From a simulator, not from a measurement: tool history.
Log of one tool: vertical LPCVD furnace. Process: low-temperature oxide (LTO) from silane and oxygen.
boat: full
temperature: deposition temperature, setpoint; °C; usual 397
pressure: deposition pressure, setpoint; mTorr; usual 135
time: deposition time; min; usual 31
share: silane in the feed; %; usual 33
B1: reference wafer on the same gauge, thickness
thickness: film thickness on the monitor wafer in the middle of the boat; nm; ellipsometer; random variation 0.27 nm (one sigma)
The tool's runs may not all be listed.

{"run": 1, "hour": 0.0, "temperature": 397, "pressure": 135, "time": 24.5, "share": 33, "B1": 130.13, "thickness": 97.86}
{"run": 2, "hour": 66.9, "temperature": 397, "pressure": 135, "time": 31, "share": 33, "B1": 130, "thickness": 124.29}
{"run": 3, "hour": 101.0, "temperature": 397, "pressure": 135, "time": 31, "share": 33, "B1": 130.04, "thickness": 123.79}
{"run": 4, "hour": 150.8, "temperature": 397, "pressure": 135, "time": 31, "share": 33, "B1": 129.96, "thickness": 123.63}
{"run": 5, "hour": 221.8, "temperature": 397, "pressure": 135, "time": 31, "share": 33, "B1": 130.05, "thickness": 124.17}
{"run": 6, "hour": 252.1, "temperature": 397, "pressure": 135, "time": 31, "share": 33, "B1": 130.04, "thickness": 124.37}
{"hour": 310.8, "done": "pressure gauge zeroed"}
{"run": 7, "hour": 313.3, "temperature": 397, "pressure": 135, "time": 31, "share": 33, "B1": 130.08, "thickness": 124.5}
{"run": 8, "hour": 366.4, "temperature": 397, "pressure": 135, "time": 31, "share": 33, "B1": 129.98, "thickness": 123.5}
{"hour": 385.4, "done": "gauge calibrated"}
{"run": 9, "hour": 398.0, "temperature": 397, "pressure": 135, "time": 31, "share": 33, "B1": 129.93, "thickness": 124.1}
{"run": 10, "hour": 469.8, "temperature": 403, "pressure": 160, "time": 27.5, "share": 31, "B1": 129.89, "thickness": 127.37}
{"hour": 530.4, "done": "thermocouples replaced and temperature profile calibrated"}
{"run": 11, "hour": 533.3, "temperature": 392, "pressure": 165, "time": 43, "share": 27, "B1": 129.88, "thickness": 144.87}
{"hour": 596.0, "done": "silane flow controller replaced"}
{"run": 12, "hour": 596.5, "temperature": 397, "pressure": 135, "time": 31, "share": 40, "B1": 129.87, "thickness": 171.28}
{"run": 13, "hour": 620.1, "temperature": 397, "pressure": 135, "time": 31, "share": 40, "B1": 129.99, "thickness": 171.7}
{"run": 14, "hour": 680.2, "temperature": 397, "pressure": 150, "time": 31, "share": 30, "B1": 129.96, "thickness": 128.65}
{"run": 15, "hour": 746.4, "temperature": 389, "pressure": 135, "time": 37, "share": 33, "B1": 130.03, "thickness": 143.35}
{"run": 16, "hour": 814.5, "temperature": 406, "pressure": 115, "time": 34.5, "share": 36, "B1": 130.05, "thickness": 155.62}
{"run": 17, "hour": 867.2, "temperature": 401, "pressure": 170, "time": 36, "share": 31, "B1": 129.98, "thickness": 184.81}

4 ways to go on from here, each from the tool as it stands after run 17. What would each give?
{"run": "A", "hour": 872.5, "temperature": 397, "pressure": 135, "time": 31, "share": 36, "B1": "?", "thickness": "?"}
{"run": "B", "hour": 872.5, "temperature": 407, "pressure": 135, "time": 31, "share": 33, "B1": "?", "thickness": "?"}
{"run": "C", "hour": 872.5, "temperature": 385, "pressure": 115, "time": 31, "share": 27, "B1": "?", "thickness": "?"}
{"run": "D", "hour": 872.5, "temperature": 403, "pressure": 135, "time": 31, "share": 36, "B1": "?", "thickness": "?"}

run=A B1=130.02 thickness=148.4
run=B B1=130.02 thickness=147.84
run=C B1=130.02 thickness=71.56
run=D B1=130.02 thickness=158.91
Without the tool's hidden state the same runs would have given:
run=A thickness=150.21
run=B thickness=149.8
run=C thickness=72.75
run=D thickness=160.82
